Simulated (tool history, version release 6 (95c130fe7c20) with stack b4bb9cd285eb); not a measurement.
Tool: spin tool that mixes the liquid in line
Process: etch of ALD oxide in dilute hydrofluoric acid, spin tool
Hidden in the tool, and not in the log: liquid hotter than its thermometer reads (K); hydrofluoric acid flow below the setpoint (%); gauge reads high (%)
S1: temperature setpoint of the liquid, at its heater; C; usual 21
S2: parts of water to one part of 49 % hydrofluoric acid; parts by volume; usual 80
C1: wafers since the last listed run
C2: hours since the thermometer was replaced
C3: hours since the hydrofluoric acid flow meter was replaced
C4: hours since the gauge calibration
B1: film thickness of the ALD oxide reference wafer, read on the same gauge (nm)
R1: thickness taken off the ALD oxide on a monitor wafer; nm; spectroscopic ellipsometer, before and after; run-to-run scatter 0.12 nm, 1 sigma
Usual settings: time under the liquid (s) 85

Run 1, hour 0: usual settings but time under the liquid (s) 120; C1 0; C2 1070.2; C3 641.1; C4 854.1; B1 80.02. Result: R1 25.06 nm.
Run 2, hour 24.3: usual settings; C1 143; C2 1094.5; C3 665.4; C4 878.4; B1 80. Result: R1 17.53 nm.
Run 3, hour 54.2: usual settings but S1 19 C; C1 177; C2 1124.4; C3 695.3; C4 908.3; B1 79.97. Result: R1 16.32 nm.
Run 4, hour 85: usual settings but S1 19 C; C1 182; C2 1155.2; C3 726.1; C4 939.1; B1 80.02. Result: R1 16.4 nm.
Run 5, hour 119.9: usual settings; C1 206; C2 1190.1; C3 761; C4 974; B1 80.04. Result: R1 17.83 nm.
Run 6, hour 148.9: usual settings but S1 23.5 C, time under the liquid (s) 45; C1 171; C2 1219.1; C3 790; C4 1003; B1 80.03. Result: R1 10.4 nm.
Run 7, hour 169.4: usual settings but time under the liquid (s) 75; C1 121; C2 1239.6; C3 810.5; C4 1023.5; B1 79.99. Result: R1 15.56 nm.
At hour 171: gauge calibrated.
At hour 182.7: hydrofluoric acid flow meter replaced.
Run 8, hour 183.1: usual settings but time under the liquid (s) 75; C1 75; C2 1253.3; C3 0.4; C4 12.1; B1 79.98. Result: R1 16.42 nm.
Run 9, hour 195.3: usual settings but time under the liquid (s) 65; C1 72; C2 1265.5; C3 12.6; C4 24.3; B1 79.96. Result: R1 14.23 nm.
Run 10, hour 229.5: usual settings; C1 202; C2 1299.7; C3 46.8; C4 58.5; B1 80. Result: R1 18.81 nm.
Run 11, hour 256.4: usual settings; C1 159; C2 1326.6; C3 73.7; C4 85.4; B1 79.98. Result: R1 18.73 nm.
Run 12, hour 277.5: usual settings but S1 19.5 C, S2 115 parts by volume, time under the liquid (s) 45; C1 125; C2 1347.7; C3 94.8; C4 106.5; B1 80.02. Result: R1 6.18 nm.
At hour 303.5: thermometer replaced.
Run 13, hour 328.5: usual settings but time under the liquid (s) 55; C1 296; C2 25; C3 145.8; C4 157.5; B1 79.99. Result: R1 11.64 nm.
Run 14, hour 361.5: usual settings; C1 195; C2 58; C3 178.8; C4 190.5; B1 80. Result: R1 18.01 nm.
Run 15, hour 397.4: usual settings but S1 22.5 C, S2 95 parts by volume; C1 212; C2 93.9; C3 214.7; C4 226.4; B1 80.01. Result: R1 15.79 nm.
Run 16, hour 426.4: usual settings but S1 23.5 C, S2 115 parts by volume, time under the liquid (s) 110; C1 171; C2 122.9; C3 243.7; C4 255.4; B1 80.03. Result: R1 16.99 nm.
Run 17, hour 452: usual settings but S2 95 parts by volume; C1 151; C2 148.5; C3 269.3; C4 281; B1 80. Result: R1 14.82 nm.
Run 18, hour 542: usual settings but S1 25.5 C, time under the liquid (s) 35; C1 533; C2 238.5; C3 359.3; C4 371; B1 80.06. Result: R1 8.66 nm.

Run 19 is up next; what results do you expect?
Run 19, hour 574.7: usual settings but S1 25 C, S2 65 parts by volume, time under the liquid (s) 130; C1 193; C2 271.2; C3 392; C4 403.7; B1 ?. Result: R1 ?.

{"run 19": {"B1": 80.02, "R1": 40.09}}
If the tool had no hidden condition, the same run with the same run-to-run variation would have returned R1 40.53 nm.
